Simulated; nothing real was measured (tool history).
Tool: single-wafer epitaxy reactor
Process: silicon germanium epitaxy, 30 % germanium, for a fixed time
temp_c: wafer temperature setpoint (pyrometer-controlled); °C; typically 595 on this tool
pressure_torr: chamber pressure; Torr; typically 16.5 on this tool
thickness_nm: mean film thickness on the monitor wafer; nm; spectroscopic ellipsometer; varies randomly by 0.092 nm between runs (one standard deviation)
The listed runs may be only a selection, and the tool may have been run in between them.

run,day,temp_c,pressure_torr,wafers since the last listed run,hours since the last pyrometer calibration,hours since the last manometer calibration,hours since the showerhead was replaced,hours since the gauge calibration,"read-back reference wafer on the same gauge, thickness_nm",thickness_nm
1,0,595,16.5,0,910.3,2272.3,3977.5,119.5,51.683,42.589
2,0.3,595,16.5,94,917.5,2279.5,3984.7,126.7,51.705,42.894
3,0.675,595,16.5,118,926.5,2288.5,3993.7,135.7,51.688,42.614
4,1.375,603,16.5,220,943.3,2305.3,4010.5,152.5,51.689,50.455
5,1.883,603,16.5,160,955.5,2317.5,4022.7,164.7,51.702,50.56
6,2.596,605,16.5,224,972.6,2334.6,4039.8,181.8,51.704,52.491
7,3.088,605,16.5,155,984.4,2346.4,4051.6,193.6,51.707,52.554
8,3.8,595,17.5,224,1001.5,2363.5,4068.7,210.7,51.696,44.215
9,4.288,595,17.5,153,1013.2,2375.2,4080.4,222.4,51.7,44.286
10,4.679,595,17.5,123,1022.6,2384.6,4089.8,231.8,51.685,44.149
11,4.946,595,16.5,84,1029,2391,4096.2,238.2,51.706,42.449
12,5.204,595,16.5,81,1035.2,2397.2,4102.4,244.4,51.711,42.376
13,5.483,595,16.5,88,1041.9,2403.9,4109.1,251.1,51.714,42.466
14,5.962,595,13.5,151,1053.4,2415.4,4120.6,262.6,51.72,36.598
# day 6.358: capacitance manometer re-zeroed and calibrated
15,6.417,595,13.5,38,1064.3,1.4,4131.5,273.5,51.717,39.082
16,6.996,595,13.5,182,1078.2,15.3,4145.4,287.4,51.718,38.814
17,7.55,604,12.8,174,1091.5,28.6,4158.7,300.7,51.69,44.935
18,7.804,599,16.5,80,1097.6,34.7,4164.8,306.8,51.72,49.08
19,8.404,604,19.9,189,1112,49.1,4179.2,321.2,51.733,61.3
20,8.888,595,16.5,152,1123.6,60.7,4190.8,332.8,51.701,45.116
21,9.329,601,15.3,139,1134.2,71.3,4201.4,343.4,51.697,48.499
22,9.996,599,14.3,210,1150.2,87.3,4217.4,359.4,51.686,44.239
# day 11.917: pyrometer calibrated
# day 11.992: gauge calibrated
23,12.171,600,17.6,580,6.1,139.5,4269.6,4.3,51.691,55.422
# day 12.917: showerhead replaced
24,12.938,595,16.5,136,24.5,157.9,0.5,22.7,51.693,47.656
25,13.25,582,16.5,98,32,165.4,8,30.2,51.713,36.006
26,13.838,595,12.9,185,46.1,179.5,22.1,44.3,51.717,39.54
27,14.133,606,20.5,93,53.2,186.6,29.2,51.4,51.702,68.351
28,14.508,595,13.2,118,62.2,195.6,38.2,60.4,51.699,40.044
29,15.208,582,16.5,220,79,212.4,55,77.2,51.667,35.824
30,15.729,600,19.6,164,91.5,224.9,67.5,89.7,51.704,58.583
31,16.067,602,15.2,106,99.6,233,75.6,97.8,51.688,51.46
32,16.475,587,12.7,128,109.4,242.8,85.4,107.6,51.698,32.416

Forecast each of these 5 alternatives for the next run:
A,16.492,595,16.5,5,109.8,243.2,85.8,108,?,?
B,16.492,591,19.8,5,109.8,243.2,85.8,108,?,?
C,16.492,588,12.7,5,109.8,243.2,85.8,108,?,?
D,16.492,602,14.1,5,109.8,243.2,85.8,108,?,?
E,16.492,608,17.7,5,109.8,243.2,85.8,108,?,?

run,"read-back reference wafer on the same gauge, thickness_nm",thickness_nm
A,51.71,47.087
B,51.71,48.634
C,51.71,33.261
D,51.71,48.645
E,51.71,64.586
Without the tool's hidden state the same runs would have given:
run,thickness_nm
A,47.649
B,49.217
C,33.661
D,49.223
E,65.349

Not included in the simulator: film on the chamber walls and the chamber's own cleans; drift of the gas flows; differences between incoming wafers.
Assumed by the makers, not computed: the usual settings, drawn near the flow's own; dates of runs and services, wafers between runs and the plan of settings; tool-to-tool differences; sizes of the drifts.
